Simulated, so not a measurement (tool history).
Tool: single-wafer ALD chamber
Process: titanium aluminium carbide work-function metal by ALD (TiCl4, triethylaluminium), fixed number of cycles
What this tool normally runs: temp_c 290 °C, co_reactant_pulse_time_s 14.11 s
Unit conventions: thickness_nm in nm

run,day,temp_c,co_reactant_pulse_time_s,wafers since the last listed run,hours since the last thermocouple change,hours since the last triethylaluminium bottle change,hours since the showerhead was replaced,hours since the gauge calibration,"read-back reference wafer on the same gauge, thickness_nm",thickness_nm
1,0,283,14.11,0,392,93.4,6424.6,666.1,2.569,2.145
2,3.712,283,14.11,826,481.1,182.5,6513.7,755.2,2.569,2.129
3,6.525,290,12.08,626,548.6,250,6581.2,822.7,2.571,2.149
4,8.979,290,12.08,546,607.5,308.9,6640.1,881.6,2.57,2.128
5,10.55,290,12.08,349,645.2,346.6,6677.8,919.3,2.57,2.129
6,15.888,290,14.11,1188,773.3,474.7,6805.9,1047.4,2.571,2.145
7,18.392,290,14.11,557,833.4,534.8,6866,1107.5,2.572,2.129
8,20.45,290,14.11,458,882.8,584.2,6915.4,1156.9,2.57,2.141
9,21.958,290,14.11,335,919,620.4,6951.6,1193.1,2.571,2.136
10,24.75,281,14.11,621,986,687.4,7018.6,1260.1,2.57,2.06
11,27.404,281,14.11,591,1049.7,751.1,7082.3,1323.8,2.569,2.043
# day 29.996: showerhead replaced
12,31.667,290,14.11,874,1152,853.4,40.1,1426.1,2.572,2.118
# day 34.738: triethylaluminium bottle replaced
13,34.95,290,14.11,656,1230.8,5.1,118.9,1504.9,2.57,2.176
14,39.308,290,14.11,970,1335.4,109.7,223.5,1609.5,2.568,2.168
15,42.125,290,10.27,627,1403,177.3,291.1,1677.1,2.572,2.098
16,44.492,278,12.49,527,1459.8,234.1,347.9,1733.9,2.571,2.023
17,48.846,290,14.11,969,1564.3,338.6,452.4,1838.4,2.567,2.145
# day 50.962: thermocouple changed; heater temperature recalibrated
18,51.571,290,14.11,532,14.6,404,517.8,1903.8,2.57,2.175
# day 52.333: gauge calibrated
19,53.621,302,19.39,456,63.8,453.2,567,30.9,2.572,2.333
20,57.354,290,14.11,831,153.4,542.8,656.6,120.5,2.569,2.18
21,59.058,290,14.11,379,194.3,583.7,697.5,161.4,2.572,2.167
22,61.608,305,17.66,567,255.5,644.9,758.7,222.6,2.571,2.345
23,66.067,290,14.11,992,362.5,751.9,865.7,329.6,2.569,2.155
24,70.242,284,14.11,929,462.7,852.1,965.9,429.8,2.572,2.095
# day 72.725: triethylaluminium bottle replaced
25,73.492,290,10.84,649,540.7,18.4,1043.9,507.8,2.571,2.169
26,75.138,303,11.14,366,580.2,57.9,1083.4,547.3,2.569,2.269
27,76.925,284,19.69,398,623.1,100.8,1126.3,590.2,2.569,2.163
28,78.5,303,17.42,350,660.9,138.6,1164.1,628,2.571,2.334

What the log doesn't show, run by run:
gauge reads high (%): 0 at every run
H1: wafer temperature above the value expected at the setpoint (K)
H2: triethylaluminium dose above that of a fresh bottle (%)
run,H1,H2
1,-2.03,-10.6
2,-2.38,-16.6
3,-2.65,-20.1
4,-2.88,-22.6
5,-3.03,-24
6,-3.53,-27.8
7,-3.77,-29.1
8,-3.96,-30
9,-4.11,-30.5
10,-4.37,-31.5
11,-4.62,-32.2
12,-5.02,-33.1
13,-5.33,-2.37
14,-5.74,-11.3
15,-6.01,-15.8
16,-6.23,-18.8
17,-6.64,-23.3
18,0.214,-25.4
19,0.0202,-26.7
20,-0.332,-28.7
21,-0.493,-29.4
22,-0.733,-30.4
23,-1.15,-31.7
24,-1.55,-32.5
25,-1.85,-6.82
26,-2.01,-10.4
27,-2.18,-13.8
28,-2.33,-16.5
